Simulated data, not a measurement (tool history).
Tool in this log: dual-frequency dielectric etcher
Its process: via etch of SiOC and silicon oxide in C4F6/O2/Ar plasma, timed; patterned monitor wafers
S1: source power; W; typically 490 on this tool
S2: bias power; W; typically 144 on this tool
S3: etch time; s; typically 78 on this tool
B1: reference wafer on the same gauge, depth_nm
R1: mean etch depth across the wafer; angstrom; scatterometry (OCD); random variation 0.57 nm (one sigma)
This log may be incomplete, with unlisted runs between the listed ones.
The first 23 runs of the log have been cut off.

run,hour,S1,S2,S3,B1,R1
24,1728.6,490,177,78,71.1,922
25,1821.9,460,125,64,70.7,677
26,1871.6,490,144,78,70.9,864
27,1913,440,113,97.5,70.8,980
28,1959.8,590,175,78,70.9,981
29,2058.5,540,144,59,70.8,685
30,2155.8,540,134,61,70.8,699
31,2229.7,490,144,78,70.8,888

3 ways to go on from here, each from the tool as it stands after run 31. What would each give?
A,2230.1,490,171,78,?,?
B,2230.1,490,176,98,?,?
C,2230.1,540,109,66.5,?,?

run,B1,R1
A,70.7,943
B,70.7,1195
C,70.7,733
Without the tool's hidden state the same runs would have given:
run,R1
A,898
B,1138
C,698

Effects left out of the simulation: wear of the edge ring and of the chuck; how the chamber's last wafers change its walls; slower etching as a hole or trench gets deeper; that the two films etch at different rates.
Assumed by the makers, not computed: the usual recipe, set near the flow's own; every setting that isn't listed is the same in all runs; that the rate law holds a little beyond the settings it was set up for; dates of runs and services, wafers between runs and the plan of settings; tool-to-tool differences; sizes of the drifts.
